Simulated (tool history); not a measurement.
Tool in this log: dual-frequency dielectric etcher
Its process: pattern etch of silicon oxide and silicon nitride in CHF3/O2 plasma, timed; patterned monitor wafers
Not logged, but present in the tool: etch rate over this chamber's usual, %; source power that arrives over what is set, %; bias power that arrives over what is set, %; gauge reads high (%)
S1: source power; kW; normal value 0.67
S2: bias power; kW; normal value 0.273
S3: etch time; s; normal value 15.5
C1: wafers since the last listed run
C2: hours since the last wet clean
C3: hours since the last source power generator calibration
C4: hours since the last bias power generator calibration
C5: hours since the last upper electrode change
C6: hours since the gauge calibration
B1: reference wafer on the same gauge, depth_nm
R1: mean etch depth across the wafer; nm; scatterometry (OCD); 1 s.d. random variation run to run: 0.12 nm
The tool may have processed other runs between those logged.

{"run": 1, "day": 0.0, "S1": 0.67, "S2": 0.304, "S3": 15.5, "C1": 0, "C2": 96.4, "C3": 3056, "C4": 3778.6, "C5": 1913, "C6": 27.2, "B1": 26.19, "R1": 27.11}
{"run": 2, "day": 2.883, "S1": 0.67, "S2": 0.304, "S3": 15.5, "C1": 678, "C2": 165.6, "C3": 3125.2, "C4": 3847.8, "C5": 1982.2, "C6": 96.4, "B1": 26.2, "R1": 26.94}
{"run": 3, "day": 9.983, "S1": 0.67, "S2": 0.304, "S3": 15.5, "C1": 1671, "C2": 336, "C3": 3295.6, "C4": 4018.2, "C5": 2152.6, "C6": 266.8, "B1": 26.23, "R1": 27.17}
{"run": 4, "day": 11.362, "S1": 0.67, "S2": 0.273, "S3": 16.5, "C1": 324, "C2": 369.1, "C3": 3328.7, "C4": 4051.3, "C5": 2185.7, "C6": 299.9, "B1": 26.2, "R1": 28.68}
{"run": 5, "day": 12.783, "S1": 0.67, "S2": 0.273, "S3": 16.5, "C1": 334, "C2": 403.2, "C3": 3362.8, "C4": 4085.4, "C5": 2219.8, "C6": 334, "B1": 26.23, "R1": 28.69}
{"day": 13.838, "done": "source power generator calibrated"}
{"run": 6, "day": 15.083, "S1": 0.67, "S2": 0.243, "S3": 15.5, "C1": 502, "C2": 458.4, "C3": 29.9, "C4": 4140.6, "C5": 2275, "C6": 389.2, "B1": 26.18, "R1": 26.5}
{"day": 16.275, "done": "gauge calibrated"}
{"run": 7, "day": 16.596, "S1": 0.67, "S2": 0.243, "S3": 15.5, "C1": 356, "C2": 494.7, "C3": 66.2, "C4": 4176.9, "C5": 2311.3, "C6": 7.7, "B1": 26.21, "R1": 26.54}
{"day": 18.912, "done": "bias power generator calibrated"}
{"run": 8, "day": 19.038, "S1": 0.6, "S2": 0.273, "S3": 15.5, "C1": 535, "C2": 553.3, "C3": 124.8, "C4": 3, "C5": 2369.9, "C6": 66.3, "B1": 26.18, "R1": 26.02}
{"run": 9, "day": 21.854, "S1": 0.6, "S2": 0.273, "S3": 15.5, "C1": 663, "C2": 620.9, "C3": 192.4, "C4": 70.6, "C5": 2437.5, "C6": 133.9, "B1": 26.16, "R1": 25.97}
{"day": 23.062, "done": "wet clean of the chamber"}
{"run": 10, "day": 23.975, "S1": 0.58, "S2": 0.23, "S3": 11.5, "C1": 263, "C2": 21.9, "C3": 243.3, "C4": 121.5, "C5": 2488.4, "C6": 184.8, "B1": 26.28, "R1": 17.5}
{"day": 26.342, "done": "upper electrode replaced"}
{"run": 11, "day": 26.362, "S1": 0.58, "S2": 0.273, "S3": 17.5, "C1": 326, "C2": 79.2, "C3": 300.6, "C4": 178.8, "C5": 0.5, "C6": 242.1, "B1": 26.22, "R1": 27.45}
{"run": 12, "day": 27.383, "S1": 0.57, "S2": 0.337, "S3": 15.5, "C1": 240, "C2": 103.7, "C3": 325.1, "C4": 203.3, "C5": 25, "C6": 266.6, "B1": 26.21, "R1": 25.07}
{"run": 13, "day": 30.254, "S1": 0.59, "S2": 0.273, "S3": 15.5, "C1": 675, "C2": 172.6, "C3": 394, "C4": 272.2, "C5": 93.9, "C6": 335.5, "B1": 26.23, "R1": 24.82}

Run 14 comes next. What will it give?
{"run": 14, "day": 32.229, "S1": 0.67, "S2": 0.273, "S3": 15.5, "C1": 464, "C2": 220, "C3": 441.4, "C4": 319.6, "C5": 141.3, "C6": 382.9, "B1": "?", "R1": "?"}

{"run 14": {"B1": 26.24, "R1": 26.21}}
Minus the tool's unlogged condition, the same run would have read R1 25.81 nm.
